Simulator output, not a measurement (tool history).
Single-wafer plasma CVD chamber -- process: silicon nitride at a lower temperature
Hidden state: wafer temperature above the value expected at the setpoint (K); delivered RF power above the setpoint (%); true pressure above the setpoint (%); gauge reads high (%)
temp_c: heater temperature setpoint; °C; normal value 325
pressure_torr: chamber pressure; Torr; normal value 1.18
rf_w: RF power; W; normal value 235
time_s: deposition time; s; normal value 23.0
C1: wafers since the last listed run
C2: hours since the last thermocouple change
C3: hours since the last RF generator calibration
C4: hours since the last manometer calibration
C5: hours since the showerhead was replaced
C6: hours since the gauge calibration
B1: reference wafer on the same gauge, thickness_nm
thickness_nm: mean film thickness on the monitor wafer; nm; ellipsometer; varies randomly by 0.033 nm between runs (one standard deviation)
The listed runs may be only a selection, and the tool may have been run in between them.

Run 1, hour 0.0: usual settings; C1 0; C2 2070.7; C3 1728.9; C4 1830.8; C5 6768.1; C6 53.3; B1 17.808. Result: thickness_nm 22.084 nm.
Run 2, hour 16.1: usual settings; C1 247; C2 2086.8; C3 1745.0; C4 1846.9; C5 6784.2; C6 69.4; B1 17.800. Result: thickness_nm 22.035 nm.
Run 3, hour 23.5: usual settings but temp_c 318 °C; C1 113; C2 2094.2; C3 1752.4; C4 1854.3; C5 6791.6; C6 76.8; B1 17.800. Result: thickness_nm 22.169 nm.
Run 4, hour 29.7: usual settings but temp_c 318 °C; C1 95; C2 2100.4; C3 1758.6; C4 1860.5; C5 6797.8; C6 83.0; B1 17.797. Result: thickness_nm 22.157 nm.
Run 5, hour 46.3: usual settings but temp_c 318 °C; C1 255; C2 2117.0; C3 1775.2; C4 1877.1; C5 6814.4; C6 99.6; B1 17.800. Result: thickness_nm 22.182 nm.
At hour 51.4: gauge calibrated.
Run 6, hour 55.5: usual settings; C1 141; C2 2126.2; C3 1784.4; C4 1886.3; C5 6823.6; C6 4.1; B1 17.803. Result: thickness_nm 22.080 nm.
At hour 70.5: RF generator calibrated.
Run 7, hour 71.0: usual settings; C1 115; C2 2141.7; C3 0.5; C4 1901.8; C5 6839.1; C6 19.6; B1 17.790. Result: thickness_nm 22.095 nm.
At hour 86.8: showerhead replaced.
At hour 87.2: capacitance manometer re-zeroed and calibrated.
Run 8, hour 87.7: usual settings but temp_c 313 °C, rf_w 190 W, time_s 25.0 s; C1 128; C2 2158.4; C3 17.2; C4 0.5; C5 0.9; C6 36.3; B1 17.803. Result: thickness_nm 20.520 nm.
Run 9, hour 93.7: usual settings but temp_c 331 °C, rf_w 250 W; C1 92; C2 2164.4; C3 23.2; C4 6.5; C5 6.9; C6 42.3; B1 17.799. Result: thickness_nm 23.038 nm.
Run 10, hour 99.8: usual settings but pressure_torr 1.36 Torr; C1 93; C2 2170.5; C3 29.3; C4 12.6; C5 13.0; C6 48.4; B1 17.803. Result: thickness_nm 22.836 nm.
At hour 111.6: thermocouple changed; heater temperature recalibrated.
Run 11, hour 112.1: usual settings but temp_c 318 °C; C1 66; C2 0.5; C3 41.6; C4 24.9; C5 25.3; C6 60.7; B1 17.794. Result: thickness_nm 22.196 nm.
Run 12, hour 122.2: usual settings but temp_c 314 °C, pressure_torr 1.36 Torr, rf_w 205 W, time_s 26.3 s; C1 155; C2 10.6; C3 51.7; C4 35.0; C5 35.4; C6 70.8; B1 17.800. Result: thickness_nm 23.645 nm.
Run 13, hour 131.9: usual settings but temp_c 336 °C, rf_w 200 W, time_s 20.2 s; C1 149; C2 20.3; C3 61.4; C4 44.7; C5 45.1; C6 80.5; B1 17.803. Result: thickness_nm 17.152 nm.
Run 14, hour 141.2: usual settings but temp_c 318 °C; C1 143; C2 29.6; C3 70.7; C4 54.0; C5 54.4; C6 89.8; B1 17.802. Result: thickness_nm 22.183 nm.
Run 15, hour 152.4: usual settings but temp_c 314 °C; C1 172; C2 40.8; C3 81.9; C4 65.2; C5 65.6; C6 101.0; B1 17.795. Result: thickness_nm 22.189 nm.

Predict each of these 4 candidate next runs independently; none follows another, all start after run 15:
Run A, hour 152.8: usual settings but time_s 26.5 s; C1 6; C2 41.2; C3 82.3; C4 65.6; C5 66.0; C6 101.4; B1 ?. Result: thickness_nm ?.
Run B, hour 152.8: usual settings but temp_c 317 °C, pressure_torr 1.39 Torr, time_s 20.9 s; C1 6; C2 41.2; C3 82.3; C4 65.6; C5 66.0; C6 101.4; B1 ?. Result: thickness_nm ?.
Run C, hour 152.8: usual settings but temp_c 311 °C; C1 6; C2 41.2; C3 82.3; C4 65.6; C5 66.0; C6 101.4; B1 ?. Result: thickness_nm ?.
Run D, hour 152.8: usual settings but rf_w 280 W, time_s 24.8 s; C1 6; C2 41.2; C3 82.3; C4 65.6; C5 66.0; C6 101.4; B1 ?. Result: thickness_nm ?.

run      B1  thickness_nm
  A  17.797        25.422
  B  17.797        20.939
  C  17.797        22.190
  D  17.797        26.963
The same runs, with their run-to-run variation unchanged, on a tool lacking any hidden condition would have given:
run  thickness_nm
  A        25.422
  B        20.939
  C        22.190
  D        26.963
